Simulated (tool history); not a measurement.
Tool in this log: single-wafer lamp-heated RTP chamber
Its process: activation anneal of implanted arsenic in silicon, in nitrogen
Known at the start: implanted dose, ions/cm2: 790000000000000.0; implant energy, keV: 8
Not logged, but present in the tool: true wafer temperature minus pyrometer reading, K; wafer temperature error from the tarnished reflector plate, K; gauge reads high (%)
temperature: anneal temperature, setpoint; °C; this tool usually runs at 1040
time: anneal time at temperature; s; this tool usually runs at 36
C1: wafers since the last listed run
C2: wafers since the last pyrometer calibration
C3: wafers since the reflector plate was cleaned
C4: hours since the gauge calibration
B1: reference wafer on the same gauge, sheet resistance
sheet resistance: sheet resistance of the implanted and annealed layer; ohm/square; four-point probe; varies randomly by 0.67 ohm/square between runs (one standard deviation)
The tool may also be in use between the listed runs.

Run 1, hour 0: usual settings; C1 0; C2 2000; C3 8850; C4 419.3; B1 130.96. Result: sheet resistance 154.16 ohm/square.
Run 2, hour 26.2: usual settings; C1 228; C2 2228; C3 9078; C4 445.5; B1 130.97. Result: sheet resistance 154.43 ohm/square.
Run 3, hour 59.6: usual settings; C1 291; C2 2519; C3 9370; C4 478.9; B1 131.03. Result: sheet resistance 154.72 ohm/square.
Run 4, hour 94.4: usual settings; C1 303; C2 2823; C3 9673; C4 513.7; B1 131.11. Result: sheet resistance 154.51 ohm/square.
Run 5, hour 114.9: usual settings; C1 178; C2 3002; C3 9852; C4 534.2; B1 131.1. Result: sheet resistance 153.64 ohm/square.
Run 6, hour 148.8: usual settings but time 29 s; C1 295; C2 3297; C3 10148; C4 568.1; B1 131.08. Result: sheet resistance 157.13 ohm/square.
Run 7, hour 167.9: usual settings but time 29 s; C1 166; C2 3464; C3 10314; C4 587.2; B1 130.98. Result: sheet resistance 156.78 ohm/square.
Run 8, hour 185.5: usual settings; C1 153; C2 3617; C3 10468; C4 604.8; B1 130.99. Result: sheet resistance 153.07 ohm/square.
Run 9, hour 209.7: usual settings; C1 211; C2 3829; C3 10679; C4 629; B1 131.04. Result: sheet resistance 153.29 ohm/square.
Run 10, hour 227.6: usual settings but temperature 1052 °C, time 25 s; C1 156; C2 3985; C3 10835; C4 646.9; B1 130.98. Result: sheet resistance 155.2 ohm/square.
Run 11, hour 245.3: usual settings; C1 154; C2 4139; C3 10989; C4 664.6; B1 131.02. Result: sheet resistance 154.3 ohm/square.
At hour 247: gauge calibrated.
Run 12, hour 261.8: usual settings; C1 143; C2 4283; C3 11133; C4 14.8; B1 131.1. Result: sheet resistance 154.06 ohm/square.
Run 13, hour 281.2: usual settings; C1 169; C2 4452; C3 11302; C4 34.2; B1 130.94. Result: sheet resistance 153.34 ohm/square.
Run 14, hour 303.4: usual settings but temperature 1057 °C, time 23 s; C1 193; C2 4646; C3 11496; C4 56.4; B1 131.11. Result: sheet resistance 154.23 ohm/square.
Run 15, hour 324.3: usual settings but temperature 1057 °C, time 23 s; C1 182; C2 4828; C3 11678; C4 77.3; B1 131.01. Result: sheet resistance 155.1 ohm/square.
Run 16, hour 356.3: usual settings but temperature 1053 °C, time 27 s; C1 279; C2 5107; C3 11957; C4 109.3; B1 130.96. Result: sheet resistance 153.19 ohm/square.
Run 17, hour 382.7: usual settings but temperature 1058 °C, time 16 s; C1 230; C2 5337; C3 12188; C4 135.7; B1 131. Result: sheet resistance 160.52 ohm/square.
At hour 393: pyrometer window cleaned and pyrometer calibrated.
Run 18, hour 418.1: usual settings; C1 238; C2 219; C3 12427; C4 171.1; B1 131.03. Result: sheet resistance 157.91 ohm/square.
At hour 445: reflector plate cleaned.
Run 19, hour 451.9: usual settings but temperature 1057 °C, time 18 s; C1 225; C2 444; C3 59; C4 204.9; B1 130.99. Result: sheet resistance 162.76 ohm/square.
Run 20, hour 471: usual settings but temperature 1013 °C, time 43 s; C1 166; C2 610; C3 226; C4 224; B1 130.92. Result: sheet resistance 163.62 ohm/square.
Run 21, hour 483.4: usual settings but temperature 1017 °C, time 18 s; C1 108; C2 718; C3 334; C4 236.4; B1 131.07. Result: sheet resistance 182.34 ohm/square.
Run 22, hour 516: usual settings but temperature 1015 °C, time 22 s; C1 284; C2 1003; C3 618; C4 269; B1 130.96. Result: sheet resistance 177.63 ohm/square.
Run 23, hour 532.2: usual settings but temperature 1013 °C, time 43 s; C1 141; C2 1144; C3 760; C4 285.2; B1 131.02. Result: sheet resistance 163.75 ohm/square.
Run 24, hour 550.1: usual settings but temperature 1016 °C, time 47 s; C1 156; C2 1300; C3 916; C4 303.1; B1 131.1. Result: sheet resistance 160.99 ohm/square.
Run 25, hour 584.2: usual settings but temperature 1048 °C, time 24 s; C1 297; C2 1598; C3 1213; C4 337.2; B1 131.02. Result: sheet resistance 159.95 ohm/square.
Run 26, hour 606.1: usual settings but temperature 1058 °C, time 17 s; C1 191; C2 1789; C3 1404; C4 359.1; B1 131.08. Result: sheet resistance 160.42 ohm/square.
Run 27, hour 638: usual settings but temperature 1023 °C, time 23 s; C1 278; C2 2067; C3 1683; C4 391; B1 130.92. Result: sheet resistance 171.1 ohm/square.
Run 28, hour 661.1: usual settings but temperature 1016 °C; C1 201; C2 2268; C3 1884; C4 414.1; B1 130.94. Result: sheet resistance 164.36 ohm/square.
Run 29, hour 682.3: usual settings; C1 184; C2 2453; C3 2069; C4 435.3; B1 131.08. Result: sheet resistance 155.31 ohm/square.
Run 30, hour 716.1: usual settings; C1 294; C2 2748; C3 2364; C4 469.1; B1 131.04. Result: sheet resistance 155.04 ohm/square.
Run 31, hour 785.4: usual settings but temperature 1031 °C, time 43 s; C1 604; C2 3352; C3 2968; C4 538.4; B1 131.02. Result: sheet resistance 155.32 ohm/square.

Each row is a separate what-if for the run after 31, all from the same tool condition, not one after another. Results?
Run A, hour 785.8: usual settings; C1 3; C2 3356; C3 2972; C4 538.8; B1 ?. Result: sheet resistance ?.
Run B, hour 785.8: usual settings but temperature 1067 °C, time 15 s; C1 3; C2 3356; C3 2972; C4 538.8; B1 ?. Result: sheet resistance ?.
Run C, hour 785.8: usual settings but temperature 1023 °C; C1 3; C2 3356; C3 2972; C4 538.8; B1 ?. Result: sheet resistance ?.
Run D, hour 785.8: usual settings but temperature 1015 °C, time 49 s; C1 3; C2 3356; C3 2972; C4 538.8; B1 ?. Result: sheet resistance ?.

run      B1  sheet resistance
  A  131.02            154.55
  B  131.02            158.99
  C  131.02            160.31
  D  131.02            157.98
Had the tool no hidden state, the same runs would have come out as:
run  sheet resistance
  A            158.37
  B            163.05
  C            165.25
  D            163.09
